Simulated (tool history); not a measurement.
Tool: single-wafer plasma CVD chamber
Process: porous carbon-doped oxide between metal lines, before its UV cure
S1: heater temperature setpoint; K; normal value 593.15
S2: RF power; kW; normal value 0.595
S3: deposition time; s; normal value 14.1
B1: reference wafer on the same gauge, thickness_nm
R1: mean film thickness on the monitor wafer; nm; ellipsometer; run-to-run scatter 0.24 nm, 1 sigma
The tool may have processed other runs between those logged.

run,hour,S1,S2,S3,B1,R1
1,0.0,593.15,0.595,14.1,90.412,80.562
2,41.8,593.15,0.500,14.1,90.395,72.964
3,106.6,593.15,0.595,14.1,90.465,80.845
4,168.0,593.15,0.595,14.1,90.367,80.566
5,237.6,593.15,0.595,14.1,90.423,80.231
6,305.6,593.15,0.595,14.1,90.388,80.457
7,376.5,593.15,0.595,14.1,90.399,80.234
8,443.2,593.15,0.595,15.8,90.323,89.928
9,469.6,593.15,0.595,15.8,90.412,88.907
10,498.8,593.15,0.595,15.8,90.395,89.228
11,554.6,606.15,0.595,12.4,90.388,65.561
12,588.4,583.15,0.655,15.7,90.288,100.669
13,624.5,593.15,0.595,14.1,90.437,79.934
# hour 655.7: RF generator calibrated
14,693.1,586.15,0.555,15.1,90.423,89.419
# hour 721.1: showerhead replaced
15,721.6,593.15,0.480,14.1,90.431,73.516
# hour 750.3: gauge calibrated
# hour 778.4: thermocouple changed; heater temperature recalibrated
16,778.9,581.15,0.595,16.4,90.352,100.681
17,804.6,606.15,0.595,12.4,90.499,66.335
18,839.7,579.15,0.480,11.6,90.428,64.293
19,897.6,604.15,0.595,12.1,90.441,65.871
20,959.8,606.15,0.595,16.4,90.325,87.475
21,1010.4,606.15,0.595,14.1,90.415,75.661

Branching from run 21: 4 alternative next runs. What would each branch give?
A,1010.8,593.15,0.595,12.6,?,?
B,1010.8,604.15,0.595,12.0,?,?
C,1010.8,580.15,0.495,16.9,?,?
D,1010.8,578.15,0.685,11.5,?,?

run,B1,R1
A,90.445,72.911
B,90.445,65.346
C,90.445,93.920
D,90.445,79.669
Take away the tool's hidden state, keep each run's random variation, and the runs would have read:
run,R1
A,72.078
B,64.720
C,92.724
D,78.611
